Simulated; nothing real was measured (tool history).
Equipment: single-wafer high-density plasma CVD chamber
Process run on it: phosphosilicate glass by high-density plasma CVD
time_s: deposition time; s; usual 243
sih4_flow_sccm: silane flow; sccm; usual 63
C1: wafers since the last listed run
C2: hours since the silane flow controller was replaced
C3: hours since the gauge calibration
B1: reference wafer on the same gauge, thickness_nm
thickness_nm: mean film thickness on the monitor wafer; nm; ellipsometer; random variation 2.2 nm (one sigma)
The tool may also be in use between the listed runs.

run 1 hour=0 | time_s=243 sih4_flow_sccm=63 | C1=0 C2=3930.3 C3=362.8 | B1=1690.209 | thickness_nm=1566.888
run 2 hour=11.5 | time_s=243 sih4_flow_sccm=63 | C1=53 C2=3941.8 C3=374.3 | B1=1690.03 | thickness_nm=1563.72
run 3 hour=19.6 | time_s=243 sih4_flow_sccm=63 | C1=37 C2=3949.9 C3=382.4 | B1=1690.169 | thickness_nm=1563.833
run 4 hour=29 | time_s=243 sih4_flow_sccm=63 | C1=43 C2=3959.3 C3=391.8 | B1=1690.259 | thickness_nm=1567.652
run 5 hour=43.7 | time_s=272 sih4_flow_sccm=63 | C1=68 C2=3974 C3=406.5 | B1=1690.202 | thickness_nm=1752.886
-- hour=57 gauge calibrated
run 6 hour=59.6 | time_s=272 sih4_flow_sccm=63 | C1=74 C2=3989.9 C3=2.6 | B1=1690.611 | thickness_nm=1749.701
run 7 hour=74.1 | time_s=272 sih4_flow_sccm=63 | C1=67 C2=4004.4 C3=17.1 | B1=1690.471 | thickness_nm=1749.715
run 8 hour=81.2 | time_s=243 sih4_flow_sccm=63 | C1=33 C2=4011.5 C3=24.2 | B1=1690.174 | thickness_nm=1569.212
run 9 hour=89.5 | time_s=243 sih4_flow_sccm=63 | C1=38 C2=4019.8 C3=32.5 | B1=1689.649 | thickness_nm=1564.72
run 10 hour=97 | time_s=243 sih4_flow_sccm=63 | C1=34 C2=4027.3 C3=40 | B1=1690.477 | thickness_nm=1563.365
run 11 hour=112.2 | time_s=243 sih4_flow_sccm=63 | C1=70 C2=4042.5 C3=55.2 | B1=1689.668 | thickness_nm=1561.129
run 12 hour=125.4 | time_s=243 sih4_flow_sccm=63 | C1=61 C2=4055.7 C3=68.4 | B1=1690.107 | thickness_nm=1567.463
run 13 hour=141.9 | time_s=243 sih4_flow_sccm=63 | C1=76 C2=4072.2 C3=84.9 | B1=1690.131 | thickness_nm=1566.076
run 14 hour=157.9 | time_s=243 sih4_flow_sccm=63 | C1=74 C2=4088.2 C3=100.9 | B1=1689.993 | thickness_nm=1560.764
run 15 hour=164.6 | time_s=256 sih4_flow_sccm=63 | C1=31 C2=4094.9 C3=107.6 | B1=1690.16 | thickness_nm=1649.099
run 16 hour=176.4 | time_s=243 sih4_flow_sccm=63 | C1=55 C2=4106.7 C3=119.4 | B1=1690.433 | thickness_nm=1566.8
run 17 hour=188.4 | time_s=243 sih4_flow_sccm=63 | C1=55 C2=4118.7 C3=131.4 | B1=1690.234 | thickness_nm=1569.849
run 18 hour=202 | time_s=243 sih4_flow_sccm=63 | C1=63 C2=4132.3 C3=145 | B1=1691.003 | thickness_nm=1564.23
run 19 hour=219 | time_s=243 sih4_flow_sccm=63 | C1=79 C2=4149.3 C3=162 | B1=1689.927 | thickness_nm=1564.709
run 20 hour=225.3 | time_s=243 sih4_flow_sccm=63 | C1=29 C2=4155.6 C3=168.3 | B1=1690.299 | thickness_nm=1565.52
run 21 hour=238.8 | time_s=216 sih4_flow_sccm=63 | C1=62 C2=4169.1 C3=181.8 | B1=1689.37 | thickness_nm=1394.09
run 22 hour=246 | time_s=216 sih4_flow_sccm=63 | C1=33 C2=4176.3 C3=189 | B1=1688.859 | thickness_nm=1390.265
run 23 hour=262.3 | time_s=283 sih4_flow_sccm=63 | C1=76 C2=4192.6 C3=205.3 | B1=1691.249 | thickness_nm=1827.106
run 24 hour=273.1 | time_s=243 sih4_flow_sccm=70 | C1=50 C2=4203.4 C3=216.1 | B1=1690.491 | thickness_nm=1736.937
run 25 hour=285.4 | time_s=243 sih4_flow_sccm=63 | C1=57 C2=4215.7 C3=228.4 | B1=1690.299 | thickness_nm=1566.597
run 26 hour=295.7 | time_s=259 sih4_flow_sccm=74 | C1=48 C2=4226 C3=238.7 | B1=1690.407 | thickness_nm=1962.14
run 27 hour=312.6 | time_s=243 sih4_flow_sccm=75 | C1=78 C2=4242.9 C3=255.6 | B1=1689.972 | thickness_nm=1861.708
-- hour=325.8 silane flow controller replaced
run 28 hour=326.3 | time_s=243 sih4_flow_sccm=63 | C1=26 C2=0.5 C3=269.3 | B1=1689.576 | thickness_nm=1493.331
run 29 hour=334 | time_s=243 sih4_flow_sccm=63 | C1=35 C2=8.2 C3=277 | B1=1690.617 | thickness_nm=1493.812
run 30 hour=346.3 | time_s=243 sih4_flow_sccm=55 | C1=57 C2=20.5 C3=289.3 | B1=1690.924 | thickness_nm=1302.803
run 31 hour=356.7 | time_s=243 sih4_flow_sccm=63 | C1=48 C2=30.9 C3=299.7 | B1=1689.308 | thickness_nm=1498.502
run 32 hour=369.4 | time_s=279 sih4_flow_sccm=53 | C1=59 C2=43.6 C3=312.4 | B1=1690.34 | thickness_nm=1446.515
run 33 hour=378.9 | time_s=216 sih4_flow_sccm=63 | C1=44 C2=53.1 C3=321.9 | B1=1689.917 | thickness_nm=1331.239
-- hour=391.1 gauge calibrated
run 34 hour=391.5 | time_s=271 sih4_flow_sccm=74 | C1=58 C2=65.7 C3=0.4 | B1=1690.877 | thickness_nm=1967.678
run 35 hour=405.2 | time_s=266 sih4_flow_sccm=52 | C1=63 C2=79.4 C3=14.1 | B1=1690.304 | thickness_nm=1355.209
run 36 hour=420.7 | time_s=282 sih4_flow_sccm=54 | C1=72 C2=94.9 C3=29.6 | B1=1690.61 | thickness_nm=1493.429
run 37 hour=427.4 | time_s=283 sih4_flow_sccm=55 | C1=31 C2=101.6 C3=36.3 | B1=1689.231 | thickness_nm=1524.414
run 38 hour=435.8 | time_s=243 sih4_flow_sccm=63 | C1=39 C2=110 C3=44.7 | B1=1689.721 | thickness_nm=1502.033
run 39 hour=451.3 | time_s=227 sih4_flow_sccm=58 | C1=72 C2=125.5 C3=60.2 | B1=1690.433 | thickness_nm=1288.113
run 40 hour=466.4 | time_s=243 sih4_flow_sccm=63 | C1=70 C2=140.6 C3=75.3 | B1=1690.47 | thickness_nm=1503.285
run 41 hour=481.4 | time_s=243 sih4_flow_sccm=63 | C1=69 C2=155.6 C3=90.3 | B1=1689.62 | thickness_nm=1502.698
run 42 hour=489.2 | time_s=204 sih4_flow_sccm=70 | C1=36 C2=163.4 C3=98.1 | B1=1689.18 | thickness_nm=1403.605
run 43 hour=504.9 | time_s=243 sih4_flow_sccm=63 | C1=73 C2=179.1 C3=113.8 | B1=1689.07 | thickness_nm=1501.062
run 44 hour=512.9 | time_s=226 sih4_flow_sccm=63 | C1=37 C2=187.1 C3=121.8 | B1=1690.824 | thickness_nm=1402.182

The logged runs with the hidden state left out (each run's random variation unchanged):
Unlogged tool condition in this case: delivered silane flow above the setpoint (%); gauge reads high (%).
run=1 thickness_nm=1490.615
run=2 thickness_nm=1487.557
run=3 thickness_nm=1487.633
run=4 thickness_nm=1491.23
run=5 thickness_nm=1667.371
run=6 thickness_nm=1664.275
run=7 thickness_nm=1664.228
run=8 thickness_nm=1492.517
run=9 thickness_nm=1488.215
run=10 thickness_nm=1486.898
run=11 thickness_nm=1484.717
run=12 thickness_nm=1490.694
run=13 thickness_nm=1489.316
run=14 thickness_nm=1484.209
run=15 thickness_nm=1568.187
run=16 thickness_nm=1489.885
run=17 thickness_nm=1492.743
run=18 thickness_nm=1487.354
run=19 thickness_nm=1487.752
run=20 thickness_nm=1488.503
run=21 thickness_nm=1325.466
run=22 thickness_nm=1321.809
run=23 thickness_nm=1737.077
run=24 thickness_nm=1651.313
run=25 thickness_nm=1489.331
run=26 thickness_nm=1865.325
run=27 thickness_nm=1769.784
run=28 thickness_nm=1487.652
run=29 thickness_nm=1487.622
run=30 thickness_nm=1296.699
run=31 thickness_nm=1490.803
run=32 thickness_nm=1438.29
run=33 thickness_nm=1323.128
run=34 thickness_nm=1954.637
run=35 thickness_nm=1345.447
run=36 thickness_nm=1481.711
run=37 thickness_nm=1512.033
run=38 thickness_nm=1489.318
run=39 thickness_nm=1276.4
run=40 thickness_nm=1488.706
run=41 thickness_nm=1487.235
run=42 thickness_nm=1388.732
run=43 thickness_nm=1484.241
run=44 thickness_nm=1386.038
